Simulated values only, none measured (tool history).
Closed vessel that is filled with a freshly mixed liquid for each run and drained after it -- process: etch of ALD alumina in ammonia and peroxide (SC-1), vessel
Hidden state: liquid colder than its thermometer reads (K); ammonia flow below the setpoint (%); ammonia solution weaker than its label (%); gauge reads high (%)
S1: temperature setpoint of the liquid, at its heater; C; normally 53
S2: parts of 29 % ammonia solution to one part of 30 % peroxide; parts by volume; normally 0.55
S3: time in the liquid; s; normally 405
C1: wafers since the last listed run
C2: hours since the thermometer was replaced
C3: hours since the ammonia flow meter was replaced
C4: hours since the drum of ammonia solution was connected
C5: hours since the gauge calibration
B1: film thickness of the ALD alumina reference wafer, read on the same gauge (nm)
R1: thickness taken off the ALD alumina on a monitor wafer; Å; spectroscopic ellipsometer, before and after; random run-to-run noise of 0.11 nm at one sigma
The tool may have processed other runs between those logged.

{"run": 1, "hour": 0.0, "S1": 53, "S2": 0.55, "S3": 405, "C1": 0, "C2": 321.4, "C3": 17.3, "C4": 82.7, "C5": 1660.3, "B1": 150.04, "R1": 217.8}
{"run": 2, "hour": 85.3, "S1": 53, "S2": 0.55, "S3": 405, "C1": 7547, "C2": 406.7, "C3": 102.6, "C4": 168, "C5": 1745.6, "B1": 149.95, "R1": 219.1}
{"run": 3, "hour": 164.2, "S1": 53, "S2": 0.55, "S3": 405, "C1": 6981, "C2": 485.6, "C3": 181.5, "C4": 246.9, "C5": 1824.5, "B1": 149.96, "R1": 217.7}
{"run": 4, "hour": 261.7, "S1": 53, "S2": 0.55, "S3": 405, "C1": 8627, "C2": 583.1, "C3": 279, "C4": 344.4, "C5": 1922, "B1": 150, "R1": 218.5}
{"run": 5, "hour": 312.7, "S1": 53, "S2": 0.4, "S3": 405, "C1": 4512, "C2": 634.1, "C3": 330, "C4": 395.4, "C5": 1973, "B1": 150.01, "R1": 213.4}
{"run": 6, "hour": 407.3, "S1": 57.5, "S2": 0.85, "S3": 635, "C1": 8370, "C2": 728.7, "C3": 424.6, "C4": 490, "C5": 2067.6, "B1": 150.03, "R1": 450.5}
{"hour": 639.0, "done": "gauge calibrated"}
{"run": 7, "hour": 650.0, "S1": 59.5, "S2": 0.8, "S3": 220, "C1": 21474, "C2": 971.4, "C3": 667.3, "C4": 732.7, "C5": 11, "B1": 150, "R1": 173.9}
{"run": 8, "hour": 741.0, "S1": 53, "S2": 0.55, "S3": 405, "C1": 8051, "C2": 1062.4, "C3": 758.3, "C4": 823.7, "C5": 102, "B1": 149.99, "R1": 218.3}
{"hour": 823.8, "done": "new drum of ammonia solution connected"}
{"run": 9, "hour": 848.5, "S1": 53, "S2": 0.85, "S3": 405, "C1": 9423, "C2": 1169.9, "C3": 865.8, "C4": 24.7, "C5": 209.5, "B1": 150.04, "R1": 227.8}
{"hour": 915.4, "done": "ammonia flow meter replaced"}
{"run": 10, "hour": 942.1, "S1": 53, "S2": 0.55, "S3": 405, "C1": 8193, "C2": 1263.5, "C3": 26.7, "C4": 118.3, "C5": 303.1, "B1": 150.02, "R1": 219.5}
{"hour": 948.5, "done": "thermometer replaced"}
{"run": 11, "hour": 998.1, "S1": 45.5, "S2": 0.35, "S3": 310, "C1": 4866, "C2": 49.6, "C3": 82.7, "C4": 174.3, "C5": 359.1, "B1": 150.05, "R1": 105.7}
{"run": 12, "hour": 1055.7, "S1": 45, "S2": 0.65, "S3": 200, "C1": 5096, "C2": 107.2, "C3": 140.3, "C4": 231.9, "C5": 416.7, "B1": 150, "R1": 69.9}
{"run": 13, "hour": 1151.1, "S1": 53, "S2": 0.25, "S3": 405, "C1": 8441, "C2": 202.6, "C3": 235.7, "C4": 327.3, "C5": 512.1, "B1": 150, "R1": 204.8}
{"run": 14, "hour": 1231.2, "S1": 53, "S2": 0.55, "S3": 405, "C1": 7087, "C2": 282.7, "C3": 315.8, "C4": 407.4, "C5": 592.2, "B1": 150, "R1": 219.1}
{"run": 15, "hour": 1307.7, "S1": 46.5, "S2": 0.55, "S3": 310, "C1": 6768, "C2": 359.2, "C3": 392.3, "C4": 483.9, "C5": 668.7, "B1": 150.02, "R1": 117.3}
{"run": 16, "hour": 1344.0, "S1": 60.5, "S2": 0.45, "S3": 570, "C1": 3211, "C2": 395.5, "C3": 428.6, "C4": 520.2, "C5": 705, "B1": 150.05, "R1": 448.3}
{"run": 17, "hour": 1446.1, "S1": 53, "S2": 0.3, "S3": 320, "C1": 9034, "C2": 497.6, "C3": 530.7, "C4": 622.3, "C5": 807.1, "B1": 150, "R1": 162.7}
{"run": 18, "hour": 1490.7, "S1": 53, "S2": 0.25, "S3": 560, "C1": 3946, "C2": 542.2, "C3": 575.3, "C4": 666.9, "C5": 851.7, "B1": 149.98, "R1": 279.5}
{"hour": 1539.3, "done": "new drum of ammonia solution connected"}
{"run": 19, "hour": 1569.0, "S1": 49.5, "S2": 0.55, "S3": 605, "C1": 6839, "C2": 620.5, "C3": 653.6, "C4": 29.7, "C5": 930, "B1": 150.01, "R1": 270.3}
{"run": 20, "hour": 1652.9, "S1": 53, "S2": 0.35, "S3": 490, "C1": 7423, "C2": 704.4, "C3": 737.5, "C4": 113.6, "C5": 1013.9, "B1": 150, "R1": 254.1}
{"hour": 1742.2, "done": "ammonia flow meter replaced"}
{"run": 21, "hour": 1744.1, "S1": 53, "S2": 0.65, "S3": 225, "C1": 7981, "C2": 795.6, "C3": 1.9, "C4": 204.8, "C5": 1105.1, "B1": 150, "R1": 124.1}
{"run": 22, "hour": 1825.9, "S1": 53, "S2": 0.75, "S3": 405, "C1": 7237, "C2": 877.4, "C3": 83.7, "C4": 286.6, "C5": 1186.9, "B1": 150.03, "R1": 224.9}
{"run": 23, "hour": 1879.8, "S1": 53, "S2": 0.55, "S3": 225, "C1": 4769, "C2": 931.3, "C3": 137.6, "C4": 340.5, "C5": 1240.8, "B1": 150.04, "R1": 120.9}
{"run": 24, "hour": 1933.4, "S1": 59.5, "S2": 0.8, "S3": 220, "C1": 4742, "C2": 984.9, "C3": 191.2, "C4": 394.1, "C5": 1294.4, "B1": 149.97, "R1": 173.2}
{"run": 25, "hour": 1989.0, "S1": 53, "S2": 0.55, "S3": 405, "C1": 4919, "C2": 1040.5, "C3": 246.8, "C4": 449.7, "C5": 1350, "B1": 149.97, "R1": 219}
{"run": 26, "hour": 2074.1, "S1": 53, "S2": 0.55, "S3": 405, "C1": 7529, "C2": 1125.6, "C3": 331.9, "C4": 534.8, "C5": 1435.1, "B1": 150.03, "R1": 219.7}
{"hour": 2115.7, "done": "thermometer replaced"}
{"run": 27, "hour": 2154.3, "S1": 57.5, "S2": 0.55, "S3": 405, "C1": 7007, "C2": 38.6, "C3": 412.1, "C4": 615, "C5": 1515.3, "B1": 150, "R1": 278.8}
{"run": 28, "hour": 2233.4, "S1": 59, "S2": 0.4, "S3": 490, "C1": 6999, "C2": 117.7, "C3": 491.2, "C4": 694.1, "C5": 1594.4, "B1": 150.02, "R1": 352.9}
{"hour": 2278.2, "done": "new drum of ammonia solution connected"}
{"run": 29, "hour": 2306.2, "S1": 53, "S2": 0.85, "S3": 405, "C1": 6353, "C2": 190.5, "C3": 564, "C4": 28, "C5": 1667.2, "B1": 150, "R1": 227.1}
{"run": 30, "hour": 2367.0, "S1": 50, "S2": 0.7, "S3": 180, "C1": 5379, "C2": 251.3, "C3": 624.8, "C4": 88.8, "C5": 1728, "B1": 149.99, "R1": 83.7}

Take each entry between the runs: how does the hidden state at the last listed run before it differ from the hidden state at the first listed run after it?
After run 6, before run 7: gauge calibrated (hour 639)
  no hidden state differs between the two runs
After run 8, before run 9: new drum of ammonia solution connected (hour 823.8)
  no hidden state differs between the two runs
After run 9, before run 10: ammonia flow meter replaced (hour 915.4)
  no hidden state differs between the two runs
After run 10, before run 11: thermometer replaced (hour 948.5)
  no hidden state differs between the two runs
After run 18, before run 19: new drum of ammonia solution connected (hour 1539.3)
  no hidden state differs between the two runs
After run 20, before run 21: ammonia flow meter replaced (hour 1742.2)
  no hidden state differs between the two runs
After run 26, before run 27: thermometer replaced (hour 2115.7)
  no hidden state differs between the two runs
After run 28, before run 29: new drum of ammonia solution connected (hour 2278.2)
  no hidden state differs between the two runs
